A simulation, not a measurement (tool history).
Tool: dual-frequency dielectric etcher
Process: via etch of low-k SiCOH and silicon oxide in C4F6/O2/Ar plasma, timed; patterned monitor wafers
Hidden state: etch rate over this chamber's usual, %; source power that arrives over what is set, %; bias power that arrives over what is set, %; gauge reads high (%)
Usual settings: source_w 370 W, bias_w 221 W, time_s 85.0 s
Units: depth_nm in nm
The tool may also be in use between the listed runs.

run,hour,source_w,bias_w,time_s,wafers since the last listed run,hours since the last wet clean,hours since the last source power generator calibration,hours since the last bias power generator calibration,hours since the last upper electrode change,hours since the gauge calibration,"read-back reference wafer on the same gauge, depth_nm",depth_nm
1,0.0,330,221,102.0,0,313.6,3178.0,2529.9,2038.0,1462.5,303.4,281.2
2,92.0,370,250,85.0,520,405.6,3270.0,2621.9,2130.0,1554.5,303.1,257.7
# hour 197.9: wet clean of the chamber
3,198.4,370,204,85.0,466,0.5,3376.4,2728.3,2236.4,1660.9,302.7,250.4
4,238.9,410,221,85.0,229,41.0,3416.9,2768.8,2276.9,1701.4,302.9,265.9
5,326.4,410,221,85.0,495,128.5,3504.4,2856.3,2364.4,1788.9,302.9,264.5
6,426.0,370,221,85.0,564,228.1,3604.0,2955.9,2464.0,1888.5,303.0,251.4
7,489.2,370,253,85.0,357,291.3,3667.2,3019.1,2527.2,1951.7,303.1,262.6
8,539.9,370,253,85.0,287,342.0,3717.9,3069.8,2577.9,2002.4,303.4,261.3
9,644.7,370,253,85.0,593,446.8,3822.7,3174.6,2682.7,2107.2,303.7,257.3
# hour 682.0: gauge calibrated
10,725.7,370,221,94.5,458,527.8,3903.7,3255.6,2763.7,43.7,302.9,271.4
# hour 814.0: bias power generator calibrated
# hour 829.3: wet clean of the chamber
11,829.8,370,221,94.5,480,0.5,4007.8,15.8,2867.8,147.8,303.0,282.5
12,878.5,450,221,85.0,275,49.2,4056.5,64.5,2916.5,196.5,302.9,275.9
13,942.2,430,275,70.5,360,112.9,4120.2,128.2,2980.2,260.2,302.9,243.6
# hour 1053.1: upper electrode replaced
14,1053.6,370,221,85.0,494,224.3,4231.6,239.6,0.5,371.6,302.8,250.6
15,1109.5,350,261,76.0,316,280.2,4287.5,295.5,56.4,427.5,302.4,231.7
16,1182.3,330,221,102.0,412,353.0,4360.3,368.3,129.2,500.3,303.0,281.0
17,1240.1,370,221,71.0,327,410.8,4418.1,426.1,187.0,558.1,303.1,202.2
# hour 1278.0: source power generator calibrated
18,1315.4,420,265,85.0,403,486.1,37.4,501.4,262.3,633.4,302.4,273.9
# hour 1345.0: wet clean of the chamber
19,1363.0,400,185,77.0,133,18.0,85.0,549.0,309.9,681.0,302.9,223.8
20,1455.9,370,221,85.0,526,110.9,177.9,641.9,402.8,773.9,303.3,252.0
21,1518.0,450,237,85.0,351,173.0,240.0,704.0,464.9,836.0,302.9,280.5
22,1614.5,410,265,76.5,546,269.5,336.5,800.5,561.4,932.5,302.6,251.6
23,1697.2,330,257,65.0,468,352.2,419.2,883.2,644.1,1015.2,302.7,190.2

The tool's hidden state at each run:
source power that arrives over what is set, %: 0 in every run
bias power that arrives over what is set, %: 0 in every run
gauge reads high (%): 0 in every run
H1: etch rate over this chamber's usual, %
run,H1
1,-2.19
2,-3.02
3,1.02
4,0.652
5,-0.139
6,-1.04
7,-1.61
8,-2.07
9,-3.02
10,-3.75
11,0.106
12,-0.334
13,-0.909
14,-1.92
15,-2.42
16,-3.08
17,-3.6
18,-4.28
19,0.136
20,-0.704
21,-1.27
22,-2.14
23,-2.89

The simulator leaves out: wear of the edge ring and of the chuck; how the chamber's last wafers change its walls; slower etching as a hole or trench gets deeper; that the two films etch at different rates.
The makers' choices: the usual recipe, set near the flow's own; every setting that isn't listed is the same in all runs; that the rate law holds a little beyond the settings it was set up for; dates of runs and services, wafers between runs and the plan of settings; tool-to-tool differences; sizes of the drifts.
